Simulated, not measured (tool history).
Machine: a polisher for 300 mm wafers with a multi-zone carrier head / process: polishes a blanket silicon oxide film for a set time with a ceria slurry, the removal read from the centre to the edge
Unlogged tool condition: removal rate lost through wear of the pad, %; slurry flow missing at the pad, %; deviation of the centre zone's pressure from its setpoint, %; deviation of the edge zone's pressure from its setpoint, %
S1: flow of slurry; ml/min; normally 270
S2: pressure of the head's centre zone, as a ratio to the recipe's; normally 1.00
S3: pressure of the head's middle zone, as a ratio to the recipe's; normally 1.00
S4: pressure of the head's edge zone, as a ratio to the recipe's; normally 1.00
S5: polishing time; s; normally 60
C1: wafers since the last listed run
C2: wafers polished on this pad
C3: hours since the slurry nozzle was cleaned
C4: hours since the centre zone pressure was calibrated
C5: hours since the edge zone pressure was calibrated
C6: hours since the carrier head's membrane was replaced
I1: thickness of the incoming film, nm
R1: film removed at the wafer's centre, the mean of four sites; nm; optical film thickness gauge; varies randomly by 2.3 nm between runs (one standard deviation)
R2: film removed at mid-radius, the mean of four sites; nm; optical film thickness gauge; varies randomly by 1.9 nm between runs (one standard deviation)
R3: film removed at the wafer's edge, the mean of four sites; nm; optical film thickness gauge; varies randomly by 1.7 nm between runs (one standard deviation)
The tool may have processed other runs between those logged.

run 1 hour=0.0 | S1=270 S2=0.97 S3=1.00 S4=1.00 S5=60 | C1=0 C2=5434 C3=173.4 C4=396.2 C5=148.3 C6=1035.3 | I1=1103.2 | R1=191.0 R2=179.6 R3=181.1
run 2 hour=44.6 | S1=270 S2=1.00 S3=1.12 S4=1.00 S5=70 | C1=620 C2=6055 C3=218.0 C4=440.8 C5=192.9 C6=1079.9 | I1=1099.2 | R1=230.6 R2=229.7 R3=210.5
-- hour=53.5 worn pad replaced by a new one
run 3 hour=92.4 | S1=270 S2=1.00 S3=1.00 S4=1.06 S5=60 | C1=609 C2=541 C3=265.8 C4=488.6 C5=240.7 C6=1127.7 | I1=1084.4 | R1=200.0 R2=178.8 R3=185.1
run 4 hour=117.1 | S1=210 S2=1.00 S3=0.89 S4=1.00 S5=45 | C1=343 C2=885 C3=290.5 C4=513.3 C5=265.4 C6=1152.4 | I1=1114.4 | R1=146.1 R2=117.9 R3=131.4
run 5 hour=169.9 | S1=270 S2=1.08 S3=1.00 S4=0.89 S5=60 | C1=734 C2=1619 C3=343.3 C4=566.1 C5=318.2 C6=1205.2 | I1=1119.1 | R1=211.8 R2=182.3 R3=169.9
run 6 hour=200.2 | S1=270 S2=1.05 S3=1.00 S4=1.10 S5=51 | C1=421 C2=2041 C3=373.6 C4=596.4 C5=348.5 C6=1235.5 | I1=1120.1 | R1=179.2 R2=152.3 R3=159.2
run 7 hour=239.2 | S1=270 S2=1.00 S3=1.00 S4=0.91 S5=49 | C1=542 C2=2584 C3=412.6 C4=635.4 C5=387.5 C6=1274.5 | I1=1106.3 | R1=163.8 R2=145.8 R3=143.8
run 8 hour=296.6 | S1=270 S2=1.00 S3=1.00 S4=1.00 S5=60 | C1=798 C2=3382 C3=470.0 C4=692.8 C5=444.9 C6=1331.9 | I1=1089.7 | R1=201.6 R2=177.4 R3=177.8
-- hour=329.4 centre zone pressure recalibrated
-- hour=373.1 carrier head's membrane replaced by a new one
run 9 hour=373.6 | S1=270 S2=1.03 S3=1.00 S4=1.08 S5=70 | C1=973 C2=4356 C3=547.0 C4=44.2 C5=521.9 C6=0.5 | I1=1082.3 | R1=223.7 R2=210.2 R3=222.0
-- hour=407.7 slurry nozzle cleaned
run 10 hour=434.9 | S1=270 S2=1.00 S3=1.00 S4=1.00 S5=60 | C1=838 C2=5195 C3=27.2 C4=105.5 C5=583.2 C6=61.8 | I1=1102.5 | R1=187.8 R2=179.6 R3=183.5
run 11 hour=495.5 | S1=295 S2=1.00 S3=1.06 S4=1.00 S5=60 | C1=843 C2=6038 C3=87.8 C4=166.1 C5=643.8 C6=122.4 | I1=1110.1 | R1=195.2 R2=189.3 R3=181.2
-- hour=529.1 worn pad replaced by a new one
run 12 hour=540.8 | S1=270 S2=1.00 S3=1.00 S4=1.00 S5=60 | C1=574 C2=163 C3=133.1 C4=211.4 C5=689.1 C6=167.7 | I1=1111.2 | R1=189.5 R2=181.1 R3=177.7
run 13 hour=599.2 | S1=335 S2=1.00 S3=1.00 S4=1.00 S5=44 | C1=812 C2=975 C3=191.5 C4=269.8 C5=747.5 C6=226.1 | I1=1092.9 | R1=142.7 R2=134.7 R3=136.6
run 14 hour=630.7 | S1=270 S2=1.00 S3=1.00 S4=1.00 S5=60 | C1=438 C2=1413 C3=223.0 C4=301.3 C5=779.0 C6=257.6 | I1=1103.1 | R1=193.1 R2=179.3 R3=181.3
run 15 hour=680.8 | S1=270 S2=0.88 S3=1.00 S4=1.00 S5=60 | C1=696 C2=2110 C3=273.1 C4=351.4 C5=829.1 C6=307.7 | I1=1088.2 | R1=170.3 R2=176.3 R3=181.7
run 16 hour=708.9 | S1=270 S2=1.08 S3=0.92 S4=1.00 S5=60 | C1=390 C2=2501 C3=301.2 C4=379.5 C5=857.2 C6=335.8 | I1=1107.6 | R1=213.1 R2=170.7 R3=179.0
run 17 hour=737.4 | S1=325 S2=0.96 S3=1.00 S4=1.00 S5=78 | C1=396 C2=2898 C3=329.7 C4=408.0 C5=885.7 C6=364.3 | I1=1096.8 | R1=251.3 R2=238.1 R3=240.7
-- hour=914.3 edge zone pressure recalibrated
run 18 hour=921.4 | S1=270 S2=1.00 S3=1.11 S4=1.00 S5=60 | C1=2531 C2=5430 C3=513.7 C4=592.0 C5=7.1 C6=548.3 | I1=1096.7 | R1=196.3 R2=194.3 R3=179.0
run 19 hour=968.3 | S1=270 S2=1.00 S3=1.00 S4=1.00 S5=51 | C1=652 C2=6082 C3=560.6 C4=638.9 C5=54.0 C6=595.2 | I1=1096.2 | R1=166.5 R2=152.1 R3=154.3
-- hour=993.3 slurry nozzle cleaned
-- hour=1010.9 worn pad replaced by a new one
-- hour=1156.4 centre zone pressure recalibrated
run 20 hour=1163.3 | S1=270 S2=1.00 S3=1.04 S4=0.90 S5=60 | C1=2615 C2=2091 C3=170.0 C4=6.9 C5=249.0 C6=790.2 | I1=1103.8 | R1=184.4 R2=185.6 R3=171.4
run 21 hour=1212.4 | S1=270 S2=1.00 S3=1.00 S4=1.00 S5=60 | C1=683 C2=2774 C3=219.1 C4=56.0 C5=298.1 C6=839.3 | I1=1112.1 | R1=182.7 R2=180.8 R3=181.4
run 22 hour=1245.9 | S1=270 S2=1.00 S3=1.00 S4=1.00 S5=60 | C1=466 C2=3240 C3=252.6 C4=89.5 C5=331.6 C6=872.8 | I1=1101.8 | R1=186.5 R2=177.5 R3=182.3
run 23 hour=1306.8 | S1=270 S2=1.00 S3=1.00 S4=1.00 S5=60 | C1=847 C2=4088 C3=313.5 C4=150.4 C5=392.5 C6=933.7 | I1=1090.1 | R1=186.3 R2=178.7 R3=182.2

The tool's hidden state at each run:
removal rate lost through wear of the pad, %: 0 in every run
slurry flow missing at the pad, %: 0 in every run
deviation of the edge zone's pressure from its setpoint, %: 0 in every run
H1: deviation of the centre zone's pressure from its setpoint, %
run=1 H1=6.88
run=2 H1=7.11
run=3 H1=7.32
run=4 H1=7.41
run=5 H1=7.58
run=6 H1=7.66
run=7 H1=7.76
run=8 H1=7.87
run=9 H1=1.4
run=10 H1=2.68
run=11 H1=3.68
run=12 H1=4.27
run=13 H1=4.9
run=14 H1=5.18
run=15 H1=5.56
run=16 H1=5.75
run=17 H1=5.91
run=18 H1=6.62
run=19 H1=6.73
run=20 H1=-1.39
run=21 H1=-0.168
run=22 H1=0.538
run=23 H1=1.6
